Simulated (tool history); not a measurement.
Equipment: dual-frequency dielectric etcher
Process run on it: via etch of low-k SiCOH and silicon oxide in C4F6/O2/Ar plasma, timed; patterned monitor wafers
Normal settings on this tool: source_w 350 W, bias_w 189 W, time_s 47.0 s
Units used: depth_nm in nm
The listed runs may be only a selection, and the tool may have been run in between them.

run    hour  source_w  bias_w  time_s  read-back reference wafer on the same gauge, depth_nm  depth_nm
  1     0.0       350     189    47.0                                                  107.0     100.5
       73.6  -- wet clean of the chamber
  2    74.1       350     189    47.0                                                  107.1     103.1
  3   131.7       350     189    47.0                                                  107.1     102.7
  4   174.7       350     189    47.0                                                  107.0     102.8
  5   229.0       350     189    47.0                                                  107.0     101.9
  6   268.9       350     189    47.0                                                  107.0     101.3
  7   318.5       350     189    47.0                                                  107.1     100.5
  8   354.3       350     189    47.0                                                  106.9     100.4
      378.3  -- wet clean of the chamber
  9   420.0       350     189    47.0                                                  107.0     107.8
 10   480.2       350     189    47.0                                                  107.0     106.4
 11   535.6       350     209    47.0                                                  107.1     109.8
 12   592.5       410     189    52.5                                                  106.9     128.2
 13   652.7       350     205    47.0                                                  107.0     108.9
      683.2  -- wet clean of the chamber, repeated, since the last time left the tool worse
 14   700.6       350     189    47.0                                                  107.1     102.8
 15   763.4       350     189    47.0                                                  107.0     103.0
 16   820.2       400     146    51.5                                                  107.0     110.1
 17   876.3       310     169    40.5                                                  107.0      80.0
 18   913.3       350     189    53.0                                                  106.9     114.2
 19   969.7       320     223    53.5                                                  107.0     117.3
     1025.0  -- upper electrode replaced
 20  1025.5       350     205    54.0                                                  107.0     118.4
     1075.0  -- gauge calibrated
     1082.8  -- wet clean of the chamber
 21  1083.3       290     189    36.0                                                  106.9      71.5
     1228.5  -- bias power generator calibrated
     1258.3  -- source power generator calibrated
 22  1262.0       350     189    37.5                                                  107.0      81.1
 23  1323.1       350     189    47.0                                                  107.0     101.0
 24  1360.5       350     231    47.0                                                  107.0     108.0
     1402.9  -- wet clean of the chamber
 25  1575.4       290     236    47.0                                                  107.1     100.9
 26  1637.0       310     189    47.0                                                  107.0      95.4
 27  1665.1       290     218    58.5                                                  107.0     119.9

Predict each of these 4 candidate next runs independently; none follows another, all start after run 27:
  A  1665.5       350     189    40.5                                                      ?         ?
  B  1665.5       290     206    37.5                                                      ?         ?
  C  1665.5       310     157    42.5                                                      ?         ?
  D  1665.5       370     189    47.0                                                      ?         ?

run  read-back reference wafer on the same gauge, depth_nm  depth_nm
  A                                                  107.0      87.3
  B                                                  107.0      76.1
  C                                                  107.0      81.0
  D                                                  107.0     104.1
Take away the tool's hidden state, keep each run's random variation, and the runs would have read:
run  depth_nm
  A      89.3
  B      77.8
  C      82.8
  D     106.4
